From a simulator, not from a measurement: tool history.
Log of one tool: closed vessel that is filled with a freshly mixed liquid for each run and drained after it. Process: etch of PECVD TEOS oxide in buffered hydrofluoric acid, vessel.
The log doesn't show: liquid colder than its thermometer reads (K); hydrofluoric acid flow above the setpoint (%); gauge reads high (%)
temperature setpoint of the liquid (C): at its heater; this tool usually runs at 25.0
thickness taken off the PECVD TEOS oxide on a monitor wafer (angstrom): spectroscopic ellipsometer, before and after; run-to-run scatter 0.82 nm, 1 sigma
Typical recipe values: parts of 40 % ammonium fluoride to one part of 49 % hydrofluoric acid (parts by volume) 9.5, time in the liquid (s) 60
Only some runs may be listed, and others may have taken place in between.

run,hour,temperature setpoint of the liquid (C),parts of 40 % ammonium fluoride to one part of 49 % hydrofluoric acid (parts by volume),time in the liquid (s),wafers since the last listed run,hours since the thermometer was replaced,hours since the hydrofluoric acid flow meter was replaced,hours since the gauge calibration,"read-back film thickness of the PECVD TEOS oxide reference wafer, read on the same gauge (nm)",thickness taken off the PECVD TEOS oxide on a monitor wafer (angstrom)
1,0.0,25.0,9.5,60,0,915.6,568.3,1438.8,99.94,1756.1
2,49.4,25.0,9.5,60,5175,965.0,617.7,1488.2,99.98,1753.4
3,302.7,25.0,9.5,60,26535,1218.3,871.0,1741.5,99.96,1742.1
4,361.2,27.0,9.5,60,6128,1276.8,929.5,1800.0,100.02,1940.4
5,448.4,25.0,9.5,60,9134,1364.0,1016.7,1887.2,99.99,1747.7
6,546.0,25.0,9.5,60,10224,1461.6,1114.3,1984.8,100.05,1738.8
7,615.6,25.0,11.0,60,7291,1531.2,1183.9,2054.4,99.99,1542.8
8,680.1,25.0,11.0,60,6756,1595.7,1248.4,2118.9,100.00,1540.8
9,739.3,25.0,9.5,60,6201,1654.9,1307.6,2178.1,100.00,1744.7
10,816.8,25.0,9.5,60,8118,1732.4,1385.1,2255.6,99.99,1731.5
# hour 837.6: gauge calibrated
11,865.5,25.0,9.5,60,5101,1781.1,1433.8,27.9,100.00,1727.4
12,903.3,25.0,9.5,60,3959,1818.9,1471.6,65.7,100.02,1729.1
13,972.4,25.0,12.0,85,7238,1888.0,1540.7,134.8,99.98,1999.1
14,1037.5,25.0,12.0,85,6819,1953.1,1605.8,199.9,100.00,1993.7
15,1139.3,23.5,9.5,60,10664,2054.9,1707.6,301.7,100.01,1592.2
16,1176.8,23.5,9.5,60,3928,2092.4,1745.1,339.2,100.02,1585.3
17,1222.8,28.5,6.0,85,4818,2138.4,1791.1,385.2,100.03,4628.9
18,1287.6,25.0,9.5,60,6788,2203.2,1855.9,450.0,100.02,1725.9
19,1328.0,28.0,9.5,60,4232,2243.6,1896.3,490.4,99.95,2041.7
20,1389.8,25.0,9.5,60,6474,2305.4,1958.1,552.2,99.99,1719.3
21,1486.3,25.0,8.0,60,10109,2401.9,2054.6,648.7,99.98,2068.6
# hour 1487.7: thermometer replaced
22,1578.1,23.5,9.5,60,9512,90.4,2146.4,740.5,100.00,1651.9
23,1643.6,21.5,9.5,95,6861,155.9,2211.9,806.0,100.00,2362.5
# hour 1644.8: hydrofluoric acid flow meter replaced
24,1736.4,25.0,8.0,90,9616,248.7,91.6,898.8,99.98,3083.1
25,1840.6,25.0,9.5,60,10915,352.9,195.8,1003.0,100.00,1743.6
26,1901.0,21.0,13.0,60,6327,413.3,256.2,1063.4,99.99,1061.7
27,1980.5,21.0,6.5,60,8328,492.8,335.7,1142.9,99.99,2029.6
28,2086.5,25.0,5.5,35,11104,598.8,441.7,1248.9,100.04,1715.2
29,2194.5,25.0,9.5,60,11313,706.8,549.7,1356.9,100.01,1743.5
30,2245.0,25.0,6.5,70,5290,757.3,600.2,1407.4,99.95,2976.1
31,2290.9,25.0,9.5,60,4808,803.2,646.1,1453.3,99.97,1756.7
32,2370.6,23.0,9.5,50,8349,882.9,725.8,1533.0,99.96,1295.1

Consider 5 possible next runs. They are alternatives, not a sequence: every one starts from the tool as it was left by run 32. What does each give?
A,2371.3,25.0,9.5,35,73,883.6,726.5,1533.7,?,?
B,2371.3,25.0,12.0,35,73,883.6,726.5,1533.7,?,?
C,2371.3,22.5,8.0,60,73,883.6,726.5,1533.7,?,?
D,2371.3,25.0,12.5,60,73,883.6,726.5,1533.7,?,?
E,2371.3,27.5,7.5,70,73,883.6,726.5,1533.7,?,?

run,"read-back film thickness of the PECVD TEOS oxide reference wafer, read on the same gauge (nm)",thickness taken off the PECVD TEOS oxide on a monitor wafer (angstrom)
A,99.96,1017.9
B,99.96,828.7
C,99.96,1799.0
D,99.96,1365.1
E,99.96,2952.2
With the hidden condition removed and each run's random variation left untouched, the same runs would have given:
run,thickness taken off the PECVD TEOS oxide on a monitor wafer (angstrom)
A,1035.5
B,839.4
C,1820.5
D,1382.6
E,2985.0

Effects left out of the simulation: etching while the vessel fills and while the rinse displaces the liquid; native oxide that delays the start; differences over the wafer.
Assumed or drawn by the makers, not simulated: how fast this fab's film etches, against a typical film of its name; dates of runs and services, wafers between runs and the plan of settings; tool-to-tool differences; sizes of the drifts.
